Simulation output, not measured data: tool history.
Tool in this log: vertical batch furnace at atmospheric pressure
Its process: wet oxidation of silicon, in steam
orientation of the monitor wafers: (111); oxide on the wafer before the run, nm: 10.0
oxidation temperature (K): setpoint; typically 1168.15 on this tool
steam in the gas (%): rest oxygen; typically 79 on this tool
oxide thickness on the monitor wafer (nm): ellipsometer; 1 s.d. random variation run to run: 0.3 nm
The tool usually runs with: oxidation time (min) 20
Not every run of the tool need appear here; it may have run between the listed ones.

| run | hour | oxidation temperature (K) | oxidation time (min) | steam in the gas (%) | wafers since the last listed run | hours since the last temperature calibration | hours since the steam generator was serviced | hours since the gauge calibration | read-back reference wafer on the same gauge, thickness | oxide thickness on the monitor wafer (nm) |
|---|---|---|---|---|---|---|---|---|---|---|
| 1 | 0 | 1168.15 | 20 | 79 | 0 | 3553 | 2079.6 | 81.5 | 69.81 | 67.82 |
| 2 | 10.8 | 1168.15 | 20 | 79 | 187 | 3563.8 | 2090.4 | 92.3 | 69.81 | 68.75 |
| 3 | 30.3 | 1168.15 | 20 | 79 | 337 | 3583.3 | 2109.9 | 111.8 | 69.74 | 68.08 |
| 4 | 45 | 1168.15 | 20 | 79 | 254 | 3598 | 2124.6 | 126.5 | 69.85 | 67.95 |
| 5 | 59.2 | 1168.15 | 20 | 79 | 245 | 3612.2 | 2138.8 | 140.7 | 69.74 | 68.49 |
| 6 | 75.5 | 1168.15 | 20 | 79 | 282 | 3628.5 | 2155.1 | 157 | 69.78 | 67.92 |
| 7 | 87.3 | 1168.15 | 20 | 79 | 204 | 3640.3 | 2166.9 | 168.8 | 69.82 | 68 |
| 8 | 101.4 | 1168.15 | 20 | 79 | 244 | 3654.4 | 2181 | 182.9 | 69.75 | 68.16 |
| 9 | 118.6 | 1157.15 | 20 | 79 | 297 | 3671.6 | 2198.2 | 200.1 | 69.71 | 58.47 |
| 10 | 124.8 | 1157.15 | 20 | 79 | 107 | 3677.8 | 2204.4 | 206.3 | 69.86 | 58.86 |
| 11 | 137 | 1168.15 | 20 | 79 | 211 | 3690 | 2216.6 | 218.5 | 69.8 | 68.06 |
| 12 | 154.2 | 1168.15 | 14 | 79 | 297 | 3707.2 | 2233.8 | 235.7 | 69.7 | 51.8 |
| 13 | 163.1 | 1168.15 | 14 | 79 | 154 | 3716.1 | 2242.7 | 244.6 | 69.77 | 51.5 |
| 14 | 179.1 | 1168.15 | 20 | 79 | 277 | 3732.1 | 2258.7 | 260.6 | 69.76 | 68.23 |
| 15 | 217.3 | 1162.15 | 16 | 79 | 661 | 3770.3 | 2296.9 | 298.8 | 69.78 | 52.58 |
|  | 281.8 | steam generator serviced |
| 16 | 282.3 | 1162.15 | 16 | 79 | 710 | 3835.3 | 0.5 | 363.8 | 69.87 | 56.18 |
| 17 | 285.8 | 1162.15 | 16 | 79 | 60 | 3838.8 | 4 | 367.3 | 69.8 | 56.47 |
| 18 | 294.6 | 1168.15 | 20 | 73 | 152 | 3847.6 | 12.8 | 376.1 | 69.87 | 68.07 |
| 19 | 312.3 | 1192.15 | 29.5 | 73 | 306 | 3865.3 | 30.5 | 393.8 | 69.75 | 122.1 |
| 20 | 319.7 | 1162.15 | 27 | 71 | 128 | 3872.7 | 37.9 | 401.2 | 69.79 | 78.13 |
|  | 331.3 | gauge calibrated |
|  | 350 | thermocouples replaced and temperature profile calibrated |
| 21 | 350.5 | 1178.15 | 28.5 | 87 | 117 | 0.5 | 68.7 | 19.2 | 69.76 | 118.66 |
| 22 | 354 | 1168.15 | 20 | 79 | 60 | 4 | 72.2 | 22.7 | 69.69 | 72.5 |
| 23 | 364.8 | 1168.15 | 30 | 67 | 187 | 14.8 | 83 | 33.5 | 69.74 | 86.95 |
| 24 | 372.7 | 1182.15 | 10.5 | 86 | 136 | 22.7 | 90.9 | 41.4 | 69.66 | 54.98 |
| 25 | 386.3 | 1155.15 | 22.5 | 88 | 235 | 36.3 | 104.5 | 55 | 69.83 | 72.56 |
| 26 | 395.2 | 1168.15 | 20 | 79 | 154 | 45.2 | 113.4 | 63.9 | 69.86 | 71.72 |
| 27 | 432.8 | 1189.15 | 17.5 | 88 | 651 | 82.8 | 151 | 101.5 | 69.72 | 89.71 |
| 28 | 447.8 | 1157.15 | 20 | 79 | 259 | 97.8 | 166 | 116.5 | 69.73 | 62.14 |
| 29 | 461.7 | 1168.15 | 16 | 68 | 240 | 111.7 | 179.9 | 130.4 | 69.83 | 52.91 |
| 30 | 476 | 1159.15 | 28.5 | 82 | 247 | 126 | 194.2 | 144.7 | 69.83 | 86.66 |
| 31 | 482.6 | 1150.15 | 20 | 75 | 114 | 132.6 | 200.8 | 151.3 | 69.77 | 54.22 |
| 32 | 490.7 | 1179.15 | 20 | 79 | 140 | 140.7 | 208.9 | 159.4 | 69.8 | 82.02 |
| 33 | 538.4 | 1178.15 | 29 | 83 | 826 | 188.4 | 256.6 | 207.1 | 69.85 | 113.06 |
| 34 | 555.5 | 1168.15 | 20 | 79 | 296 | 205.5 | 273.7 | 224.2 | 69.75 | 70.56 |
| 35 | 563.4 | 1148.15 | 25 | 69 | 136 | 213.4 | 281.6 | 232.1 | 69.78 | 58.24 |
| 36 | 580.2 | 1191.15 | 15 | 83 | 290 | 230.2 | 298.4 | 248.9 | 69.74 | 77.32 |
| 37 | 608.1 | 1174.15 | 20 | 79 | 483 | 258.1 | 326.3 | 276.8 | 69.76 | 76.52 |
| 38 | 624.8 | 1161.15 | 20 | 88 | 289 | 274.8 | 343 | 293.5 | 69.85 | 70.24 |

Below are 4 alternative next runs, each starting from the tool's condition after run 38. Predict each:
| A | 628.4 | 1168.15 | 11 | 79 | 62 | 278.4 | 346.6 | 297.1 | ? | ? |
| B | 628.4 | 1168.15 | 30 | 79 | 62 | 278.4 | 346.6 | 297.1 | ? | ? |
| C | 628.4 | 1176.15 | 25.5 | 76 | 62 | 278.4 | 346.6 | 297.1 | ? | ? |
| D | 628.4 | 1178.15 | 12 | 87 | 62 | 278.4 | 346.6 | 297.1 | ? | ? |

| run | read-back reference wafer on the same gauge, thickness | oxide thickness on the monitor wafer (nm) |
|---|---|---|
| A | 69.72 | 44.4 |
| B | 69.72 | 98.02 |
| C | 69.72 | 92.24 |
| D | 69.72 | 57.81 |
Had the tool no hidden state, the same runs would have come out as:
| run | oxide thickness on the monitor wafer (nm) |
|---|---|
| A | 45.67 |
| B | 101.05 |
| C | 95.08 |
| D | 59.53 |

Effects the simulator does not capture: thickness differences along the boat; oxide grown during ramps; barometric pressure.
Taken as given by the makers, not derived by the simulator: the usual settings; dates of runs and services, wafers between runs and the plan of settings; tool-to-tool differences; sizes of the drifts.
